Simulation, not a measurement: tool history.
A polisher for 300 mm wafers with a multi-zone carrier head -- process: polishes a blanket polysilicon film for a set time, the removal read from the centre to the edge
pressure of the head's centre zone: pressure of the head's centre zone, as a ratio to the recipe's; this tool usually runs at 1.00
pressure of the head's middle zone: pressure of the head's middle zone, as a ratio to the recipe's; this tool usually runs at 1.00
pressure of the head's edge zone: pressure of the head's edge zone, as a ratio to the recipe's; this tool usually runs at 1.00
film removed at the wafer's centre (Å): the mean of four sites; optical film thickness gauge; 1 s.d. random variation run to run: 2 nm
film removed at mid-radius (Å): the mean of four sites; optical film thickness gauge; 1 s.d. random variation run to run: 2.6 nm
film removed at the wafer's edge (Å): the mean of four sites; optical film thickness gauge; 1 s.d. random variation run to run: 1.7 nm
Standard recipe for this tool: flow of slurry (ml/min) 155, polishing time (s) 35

| run | hour | flow of slurry (ml/min) | pressure of the head's centre zone | pressure of the head's middle zone | pressure of the head's edge zone | polishing time (s) | wafers since the last listed run | wafers polished on this pad | hours since the slurry nozzle was cleaned | hours since the centre zone pressure was calibrated | hours since the edge zone pressure was calibrated | hours since the carrier head's membrane was replaced | incoming thickness of the incoming film, nm | film removed at the wafer's centre (Å) | film removed at mid-radius (Å) | film removed at the wafer's edge (Å) |
|---|---|---|---|---|---|---|---|---|---|---|---|---|---|---|---|---|
| 1 | 0.0 | 155 | 1.00 | 0.95 | 1.00 | 35 | 0 | 1356 | 57.6 | 170.1 | 294.8 | 1639.0 | 1849.7 | 2295 | 2149 | 2236 |
|  | 40.4 | worn pad replaced by a new one |
| 2 | 64.1 | 155 | 1.00 | 1.00 | 1.00 | 35 | 627 | 247 | 121.7 | 234.2 | 358.9 | 1703.1 | 1828.3 | 2232 | 2139 | 2201 |
| 3 | 96.4 | 155 | 1.00 | 1.00 | 1.00 | 35 | 337 | 584 | 154.0 | 266.5 | 391.2 | 1735.4 | 1819.5 | 2244 | 2164 | 2184 |
| 4 | 160.8 | 155 | 1.00 | 1.00 | 1.00 | 35 | 672 | 1257 | 218.4 | 330.9 | 455.6 | 1799.8 | 1818.1 | 2216 | 2164 | 2172 |
| 5 | 211.9 | 155 | 1.00 | 0.92 | 1.00 | 35 | 533 | 1790 | 269.5 | 382.0 | 506.7 | 1850.9 | 1804.6 | 2183 | 2011 | 2157 |
|  | 227.6 | worn pad replaced by a new one |
| 6 | 272.3 | 120 | 1.00 | 1.00 | 1.08 | 35 | 588 | 466 | 329.9 | 442.4 | 567.1 | 1911.3 | 1787.6 | 2020 | 2004 | 2143 |
|  | 296.0 | edge zone pressure recalibrated |
|  | 302.1 | centre zone pressure recalibrated |
|  | 340.3 | slurry nozzle cleaned |
| 7 | 340.8 | 120 | 1.00 | 1.00 | 1.08 | 35 | 662 | 1129 | 0.5 | 38.7 | 44.8 | 1979.8 | 1806.3 | 2238 | 2170 | 2253 |
|  | 349.5 | carrier head's membrane replaced by a new one |
| 8 | 395.2 | 120 | 1.00 | 1.00 | 1.00 | 35 | 515 | 1645 | 54.9 | 93.1 | 99.2 | 45.7 | 1798.8 | 2192 | 2143 | 2169 |
| 9 | 431.3 | 120 | 1.00 | 1.00 | 1.00 | 35 | 376 | 2022 | 91.0 | 129.2 | 135.3 | 81.8 | 1816.6 | 2105 | 2085 | 2123 |
|  | 439.7 | worn pad replaced by a new one |
| 10 | 480.4 | 135 | 1.12 | 1.00 | 1.00 | 35 | 470 | 424 | 140.1 | 178.3 | 184.4 | 130.9 | 1817.5 | 2415 | 2123 | 2142 |
| 11 | 531.4 | 155 | 1.00 | 1.00 | 1.00 | 35 | 532 | 957 | 191.1 | 229.3 | 235.4 | 181.9 | 1804.6 | 2231 | 2117 | 2175 |
| 12 | 585.7 | 115 | 1.10 | 0.89 | 0.96 | 35 | 566 | 1524 | 245.4 | 283.6 | 289.7 | 236.2 | 1811.7 | 2251 | 1838 | 2019 |
|  | 633.7 | worn pad replaced by a new one |
| 13 | 648.6 | 155 | 1.00 | 1.00 | 1.00 | 35 | 614 | 155 | 308.3 | 346.5 | 352.6 | 299.1 | 1839.5 | 2169 | 2184 | 2132 |
|  | 672.1 | centre zone pressure recalibrated |
| 14 | 679.2 | 155 | 1.00 | 1.00 | 1.00 | 28 | 298 | 453 | 338.9 | 7.1 | 383.2 | 329.7 | 1812.8 | 1737 | 1715 | 1718 |
| 15 | 745.3 | 140 | 1.11 | 0.90 | 0.96 | 35 | 690 | 1143 | 405.0 | 73.2 | 449.3 | 395.8 | 1812.2 | 2393 | 1910 | 2076 |
| 16 | 784.8 | 195 | 1.00 | 1.07 | 1.00 | 35 | 412 | 1556 | 444.5 | 112.7 | 488.8 | 435.3 | 1809.5 | 2319 | 2307 | 2210 |
|  | 796.0 | slurry nozzle cleaned |
|  | 819.3 | worn pad replaced by a new one |
| 17 | 825.6 | 155 | 1.00 | 1.00 | 1.00 | 35 | 373 | 65 | 29.6 | 153.5 | 529.6 | 476.1 | 1829.5 | 2300 | 2234 | 2245 |
| 18 | 886.5 | 155 | 1.00 | 1.00 | 1.00 | 44 | 635 | 701 | 90.5 | 214.4 | 590.5 | 537.0 | 1810.6 | 2888 | 2690 | 2740 |
| 19 | 924.8 | 130 | 1.00 | 0.92 | 0.90 | 46 | 399 | 1101 | 128.8 | 252.7 | 628.8 | 575.3 | 1848.5 | 2794 | 2551 | 2645 |

Measured result minus the same run's result without the hidden state. Both carry the same run-to-run variation, though not necessarily the same gauge scatter:
Hidden state at play: removal rate lost through wear of the pad, %; slurry flow missing at the pad, %; deviation of the centre zone's pressure from its setpoint, %; deviation of the edge zone's pressure from its setpoint, %.
| run | film removed at the wafer's centre (Å) | film removed at mid-radius (Å) | film removed at the wafer's edge (Å) |
|---|---|---|---|
| 1 | -51 | -42 | -31 |
| 2 | -91 | -78 | -57 |
| 3 | -109 | -93 | -66 |
| 4 | -134 | -116 | -81 |
| 5 | -148 | -119 | -90 |
| 6 | -187 | -161 | -116 |
| 7 | -2 | -2 | -1 |
| 8 | -56 | -48 | -34 |
| 9 | -84 | -72 | -50 |
| 10 | -121 | -93 | -65 |
| 11 | -122 | -101 | -74 |
| 12 | -185 | -132 | -97 |
| 13 | -151 | -134 | -92 |
| 14 | -126 | -109 | -76 |
| 15 | -202 | -140 | -105 |
| 16 | -146 | -130 | -89 |
| 17 | -45 | -39 | -27 |
| 18 | -118 | -96 | -70 |
| 19 | -169 | -135 | -97 |
